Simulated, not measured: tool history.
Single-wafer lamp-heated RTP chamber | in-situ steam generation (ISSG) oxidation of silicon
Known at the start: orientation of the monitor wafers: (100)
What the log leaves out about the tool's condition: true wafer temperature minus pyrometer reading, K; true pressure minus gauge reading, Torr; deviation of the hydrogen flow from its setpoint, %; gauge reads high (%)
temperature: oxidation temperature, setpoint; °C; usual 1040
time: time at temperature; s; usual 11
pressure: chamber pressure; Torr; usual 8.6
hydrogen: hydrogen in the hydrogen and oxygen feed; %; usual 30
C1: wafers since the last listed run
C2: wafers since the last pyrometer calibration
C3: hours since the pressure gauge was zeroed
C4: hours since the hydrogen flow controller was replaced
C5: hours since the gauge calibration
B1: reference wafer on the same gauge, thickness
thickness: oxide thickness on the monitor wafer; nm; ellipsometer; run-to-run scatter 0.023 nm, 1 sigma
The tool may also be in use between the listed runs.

{"run": 1, "day": 0.0, "temperature": 1045, "time": 11, "pressure": 8.9, "hydrogen": 30, "C1": 0, "C2": 7647, "C3": 2619.5, "C4": 5540.2, "C5": 68.9, "B1": 5.122, "thickness": 5.357}
{"day": 0.679, "done": "pyrometer window cleaned and pyrometer calibrated"}
{"run": 2, "day": 3.708, "temperature": 1045, "time": 11, "pressure": 8.9, "hydrogen": 30, "C1": 1184, "C2": 1064, "C3": 2708.5, "C4": 5629.2, "C5": 157.9, "B1": 5.112, "thickness": 5.199}
{"run": 3, "day": 7.654, "temperature": 1040, "time": 13, "pressure": 8.6, "hydrogen": 30, "C1": 1385, "C2": 2449, "C3": 2803.2, "C4": 5723.9, "C5": 252.6, "B1": 5.12, "thickness": 5.537}
{"run": 4, "day": 10.042, "temperature": 1040, "time": 13, "pressure": 8.6, "hydrogen": 30, "C1": 838, "C2": 3287, "C3": 2860.5, "C4": 5781.2, "C5": 309.9, "B1": 5.122, "thickness": 5.603}
{"run": 5, "day": 14.3, "temperature": 1040, "time": 8, "pressure": 9.7, "hydrogen": 30, "C1": 1495, "C2": 4782, "C3": 2962.7, "C4": 5883.4, "C5": 412.1, "B1": 5.113, "thickness": 4.36}
{"run": 6, "day": 16.442, "temperature": 1040, "time": 8, "pressure": 9.7, "hydrogen": 30, "C1": 751, "C2": 5534, "C3": 3014.1, "C4": 5934.8, "C5": 463.5, "B1": 5.128, "thickness": 4.388}
{"run": 7, "day": 18.2, "temperature": 1040, "time": 11, "pressure": 8.6, "hydrogen": 30, "C1": 617, "C2": 6152, "C3": 3056.3, "C4": 5977.0, "C5": 505.7, "B1": 5.129, "thickness": 5.248}
{"run": 8, "day": 20.833, "temperature": 1040, "time": 11, "pressure": 8.6, "hydrogen": 30, "C1": 924, "C2": 7076, "C3": 3119.5, "C4": 6040.2, "C5": 568.9, "B1": 5.111, "thickness": 5.239}
{"day": 22.162, "done": "pressure gauge zeroed"}
{"run": 9, "day": 24.662, "temperature": 1040, "time": 11, "pressure": 8.6, "hydrogen": 30, "C1": 1227, "C2": 8304, "C3": 60.0, "C4": 6132.1, "C5": 660.8, "B1": 5.121, "thickness": 5.279}
{"day": 27.196, "done": "pyrometer window cleaned and pyrometer calibrated"}
{"run": 10, "day": 32.904, "temperature": 1040, "time": 11, "pressure": 8.6, "hydrogen": 30, "C1": 2776, "C2": 2004, "C3": 257.8, "C4": 6329.9, "C5": 858.6, "B1": 5.129, "thickness": 5.14}
{"run": 11, "day": 37.0, "temperature": 1040, "time": 11, "pressure": 8.6, "hydrogen": 30, "C1": 1438, "C2": 3442, "C3": 356.1, "C4": 6428.2, "C5": 956.9, "B1": 5.119, "thickness": 5.239}
{"day": 38.088, "done": "hydrogen flow controller replaced"}
{"run": 12, "day": 41.45, "temperature": 1040, "time": 11, "pressure": 8.6, "hydrogen": 30, "C1": 1445, "C2": 4887, "C3": 462.9, "C4": 80.7, "C5": 1063.7, "B1": 5.122, "thickness": 5.252}
{"run": 13, "day": 45.242, "temperature": 1056, "time": 13, "pressure": 8.6, "hydrogen": 30, "C1": 1331, "C2": 6218, "C3": 553.9, "C4": 171.7, "C5": 1154.7, "B1": 5.122, "thickness": 6.213}
{"run": 14, "day": 47.004, "temperature": 1023, "time": 15, "pressure": 9.0, "hydrogen": 30, "C1": 618, "C2": 6837, "C3": 596.2, "C4": 214.0, "C5": 1197.0, "B1": 5.119, "thickness": 5.62}

Run 15 comes next. What will it give?
{"day": 52.104, "done": "gauge calibrated"}
{"day": 53.179, "done": "pyrometer window cleaned and pyrometer calibrated"}
{"run": 15, "day": 53.2, "temperature": 1040, "time": 11, "pressure": 8.6, "hydrogen": 30, "C1": 2058, "C2": 6, "C3": 744.9, "C4": 362.7, "C5": 26.3, "B1": "?", "thickness": "?"}

{"run 15": {"B1": 5.122, "thickness": 5.105}}
With no hidden state in the tool, this same run would have given thickness 5.089 nm.
